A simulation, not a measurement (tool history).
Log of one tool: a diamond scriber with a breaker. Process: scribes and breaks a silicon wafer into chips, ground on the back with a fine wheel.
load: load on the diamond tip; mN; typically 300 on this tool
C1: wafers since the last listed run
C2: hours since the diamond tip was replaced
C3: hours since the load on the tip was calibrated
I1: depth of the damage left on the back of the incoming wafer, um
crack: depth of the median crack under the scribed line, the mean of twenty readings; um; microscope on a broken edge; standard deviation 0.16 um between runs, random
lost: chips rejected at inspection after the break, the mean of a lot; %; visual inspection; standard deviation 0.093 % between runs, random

Run 1, hour 0: usual settings but load 240 mN; C1 0; C2 339.2; C3 147.3; I1 2.03. Result: crack 7.25 um, lost 20.41 %.
Run 2, hour 36: usual settings but load 321 mN; C1 100; C2 375.2; C3 183.3; I1 2.04. Result: crack 10.41 um, lost 3.83 %.
Run 3, hour 65.3: usual settings but load 321 mN; C1 81; C2 404.5; C3 212.6; I1 2.39. Result: crack 9.89 um, lost 4.01 %.
Run 4, hour 124.3: usual settings but load 321 mN; C1 164; C2 463.5; C3 271.6; I1 2.75. Result: crack 10.03 um, lost 4.38 %.
Run 5, hour 194.5: usual settings; C1 195; C2 533.7; C3 341.8; I1 2.92. Result: crack 9.71 um, lost 4.27 %.
Run 6, hour 226.2: usual settings; C1 88; C2 565.4; C3 373.5; I1 2.67. Result: crack 9.79 um, lost 3.66 %.
Run 7, hour 259.6: usual settings but load 335 mN; C1 93; C2 598.8; C3 406.9; I1 2.96. Result: crack 10.9 um, lost 6.93 %.
Run 8, hour 305.3: usual settings but load 335 mN; C1 127; C2 644.5; C3 452.6; I1 2.56. Result: crack 10.95 um, lost 6.09 %.
Run 9, hour 375.4: usual settings; C1 195; C2 714.6; C3 522.7; I1 1.95. Result: crack 9.38 um, lost 2.44 %.
Run 10, hour 441.1: usual settings; C1 183; C2 780.3; C3 588.4; I1 1.63. Result: crack 9.69 um, lost 2.24 %.
At hour 459.8: diamond tip replaced by a new one.
Run 11, hour 467.4: usual settings; C1 67; C2 7.6; C3 614.7; I1 2. Result: crack 9.63 um, lost 2.49 %.
Run 12, hour 504.4: usual settings; C1 103; C2 44.6; C3 651.7; I1 1.93. Result: crack 9.7 um, lost 2.49 %.
Run 13, hour 545.3: usual settings but load 323 mN; C1 114; C2 85.5; C3 692.6; I1 2.29. Result: crack 10.27 um, lost 4.24 %.
Run 14, hour 596.2: usual settings but load 274 mN; C1 141; C2 136.4; C3 743.5; I1 1.68. Result: crack 8.69 um, lost 4.82 %.
At hour 602.8: load on the tip recalibrated.
Run 15, hour 648.6: usual settings but load 358 mN; C1 140; C2 188.8; C3 45.8; I1 2.66. Result: crack 11.83 um, lost 10.42 %.
Run 16, hour 692.8: usual settings; C1 123; C2 233; C3 90; I1 1.82. Result: crack 9.4 um, lost 2.41 %.
Run 17, hour 736.9: usual settings but load 343 mN; C1 123; C2 277.1; C3 134.1; I1 2.59. Result: crack 10.95 um, lost 7.61 %.
Run 18, hour 772.8: usual settings but load 386 mN; C1 100; C2 313; C3 170; I1 2.32. Result: crack 12.45 um, lost 17.4 %.
Run 19, hour 836.6: usual settings but load 243 mN; C1 177; C2 376.8; C3 233.8; I1 2.56. Result: crack 7.26 um, lost 19.56 %.
Run 20, hour 864.5: usual settings but load 255 mN; C1 77; C2 404.7; C3 261.7; I1 1.54. Result: crack 8 um, lost 10.41 %.
Run 21, hour 935.4: usual settings but load 272 mN; C1 197; C2 475.6; C3 332.6; I1 1.97. Result: crack 8.57 um, lost 6.02 %.
Run 22, hour 1004.5: usual settings; C1 192; C2 544.7; C3 401.7; I1 2. Result: crack 9.35 um, lost 2.51 %.
Run 23, hour 1055: usual settings but load 238 mN; C1 140; C2 595.2; C3 452.2; I1 2.44. Result: crack 6.94 um, lost 22.06 %.
Run 24, hour 1108.3: usual settings; C1 148; C2 648.5; C3 505.5; I1 2.01. Result: crack 9.54 um, lost 2.72 %.
Run 25, hour 1171: usual settings but load 337 mN; C1 174; C2 711.2; C3 568.2; I1 1.78. Result: crack 10.89 um, lost 5.73 %.

4 ways to go on from here, each from the tool as it stands after run 25. What would each give?
Run A, hour 1171.6: usual settings; C1 1; C2 711.8; C3 568.8; I1 1.65. Result: crack ?, lost ?.
Run B, hour 1171.6: usual settings but load 361 mN; C1 1; C2 711.8; C3 568.8; I1 1.65. Result: crack ?, lost ?.
Run C, hour 1171.6: usual settings but load 342 mN; C1 1; C2 711.8; C3 568.8; I1 1.65. Result: crack ?, lost ?.
Run D, hour 1171.6: usual settings but load 339 mN; C1 1; C2 711.8; C3 568.8; I1 1.65. Result: crack ?, lost ?.

run  crack   lost
  A   9.48   2.21
  B  11.56  10.43
  C  10.94   6.51
  D  10.84   5.97
The same runs, with their run-to-run variation unchanged, on a tool lacking any hidden condition would have given:
run  crack   lost
  A   9.48   2.21
  B  11.56  10.43
  C  10.94   6.51
  D  10.84   5.97

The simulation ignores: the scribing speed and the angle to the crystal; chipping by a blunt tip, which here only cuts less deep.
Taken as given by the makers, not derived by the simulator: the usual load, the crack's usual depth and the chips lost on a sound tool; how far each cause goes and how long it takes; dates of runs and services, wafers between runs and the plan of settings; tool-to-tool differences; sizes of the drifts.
